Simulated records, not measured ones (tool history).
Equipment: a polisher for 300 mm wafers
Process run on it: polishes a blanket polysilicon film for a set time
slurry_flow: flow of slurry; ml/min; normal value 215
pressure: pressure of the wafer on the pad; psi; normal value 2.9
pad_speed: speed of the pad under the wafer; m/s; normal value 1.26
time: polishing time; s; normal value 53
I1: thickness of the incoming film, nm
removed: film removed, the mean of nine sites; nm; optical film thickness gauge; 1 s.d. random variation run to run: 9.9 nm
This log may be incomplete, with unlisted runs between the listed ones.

Run 1, hour 0.0: usual settings but time 46 s; I1 1701.4. Result: removed 627.9 nm.
Run 2, hour 47.2: usual settings but time 46 s; I1 1726.8. Result: removed 643.9 nm.
At hour 155.4: head pressure recalibrated.
Run 3, hour 201.2: usual settings but pressure 2.3 psi; I1 1684.3. Result: removed 579.5 nm.
At hour 222.9: slurry nozzle cleaned.
Run 4, hour 283.0: usual settings; I1 1721.2. Result: removed 684.2 nm.
Run 5, hour 323.4: usual settings; I1 1712.7. Result: removed 708.2 nm.
At hour 374.2: worn pad replaced by a new one.
Run 6, hour 377.9: usual settings; I1 1719.8. Result: removed 703.2 nm.
Run 7, hour 482.1: usual settings; I1 1697.6. Result: removed 713.4 nm.
Run 8, hour 518.5: usual settings; I1 1719.9. Result: removed 696.6 nm.
Run 9, hour 559.4: usual settings; I1 1708.6. Result: removed 695.8 nm.
Run 10, hour 612.4: usual settings; I1 1728.3. Result: removed 716.2 nm.
Run 11, hour 653.6: usual settings; I1 1713.1. Result: removed 696.3 nm.
Run 12, hour 696.9: usual settings; I1 1725.6. Result: removed 714.3 nm.
Run 13, hour 756.8: usual settings; I1 1693.2. Result: removed 719.0 nm.
At hour 766.2: slurry nozzle cleaned.
At hour 839.1: worn pad replaced by a new one.
Run 14, hour 856.0: usual settings; I1 1715.2. Result: removed 717.2 nm.
Run 15, hour 962.5: usual settings but time 40 s; I1 1708.0. Result: removed 534.6 nm.
Run 16, hour 1060.5: usual settings but time 48 s; I1 1741.9. Result: removed 657.0 nm.
Run 17, hour 1122.7: usual settings but time 71 s; I1 1718.9. Result: removed 969.8 nm.
Run 18, hour 1214.7: usual settings but slurry_flow 290 ml/min, pressure 3.5 psi, pad_speed 1.60 m/s, time 41 s; I1 1732.5. Result: removed 817.7 nm.
At hour 1251.0: slurry nozzle cleaned.
Run 19, hour 1305.3: usual settings but slurry_flow 160 ml/min, pressure 2.0 psi, time 47 s; I1 1712.8. Result: removed 482.8 nm.
At hour 1313.6: worn pad replaced by a new one.
Run 20, hour 1390.5: usual settings; I1 1695.1. Result: removed 725.8 nm.
Run 21, hour 1640.1: usual settings but pad_speed 0.92 m/s, time 58 s; I1 1725.0. Result: removed 585.6 nm.
At hour 1713.0: worn pad replaced by a new one.
Run 22, hour 1725.5: usual settings but slurry_flow 290 ml/min, pressure 3.5 psi, pad_speed 1.60 m/s, time 41 s; I1 1706.0. Result: removed 818.9 nm.
At hour 1757.2: head pressure recalibrated.
Run 23, hour 1775.8: usual settings but pressure 3.2 psi; I1 1741.1. Result: removed 706.8 nm.
At hour 1818.1: slurry nozzle cleaned.
Run 24, hour 1875.9: usual settings; I1 1733.8. Result: removed 701.2 nm.
Run 25, hour 1939.2: usual settings; I1 1749.1. Result: removed 694.4 nm.
Run 26, hour 1976.9: usual settings; I1 1702.5. Result: removed 703.5 nm.
Run 27, hour 2030.4: usual settings but slurry_flow 255 ml/min; I1 1727.0. Result: removed 701.7 nm.
Run 28, hour 2082.4: usual settings but pressure 2.0 psi, pad_speed 1.62 m/s, time 47 s; I1 1721.6. Result: removed 657.0 nm.
At hour 2122.3: worn pad replaced by a new one.
Run 29, hour 2340.3: usual settings; I1 1705.1. Result: removed 726.0 nm.

Branching from run 29: 5 alternative next runs. What would each branch give?
Run A, hour 2340.7: usual settings but pressure 3.6 psi; I1 1687.8. Result: removed ?.
Run B, hour 2340.7: usual settings but slurry_flow 280 ml/min, pressure 3.5 psi, pad_speed 1.62 m/s, time 59 s; I1 1687.8. Result: removed ?.
Run C, hour 2340.7: usual settings but slurry_flow 255 ml/min, pad_speed 1.40 m/s, time 65 s; I1 1687.8. Result: removed ?.
Run D, hour 2340.7: usual settings but pressure 3.5 psi, time 46 s; I1 1687.8. Result: removed ?.
Run E, hour 2340.7: usual settings but slurry_flow 185 ml/min, pressure 3.5 psi; I1 1687.8. Result: removed ?.

run  removed
  A    824.4
  B   1191.8
  C    995.1
  D    702.1
  E    792.9
With the hidden condition removed and each run's random variation left untouched, the same runs would have given:
run  removed
  A    780.4
  B   1128.2
  C    942.0
  D    664.6
  E    750.6

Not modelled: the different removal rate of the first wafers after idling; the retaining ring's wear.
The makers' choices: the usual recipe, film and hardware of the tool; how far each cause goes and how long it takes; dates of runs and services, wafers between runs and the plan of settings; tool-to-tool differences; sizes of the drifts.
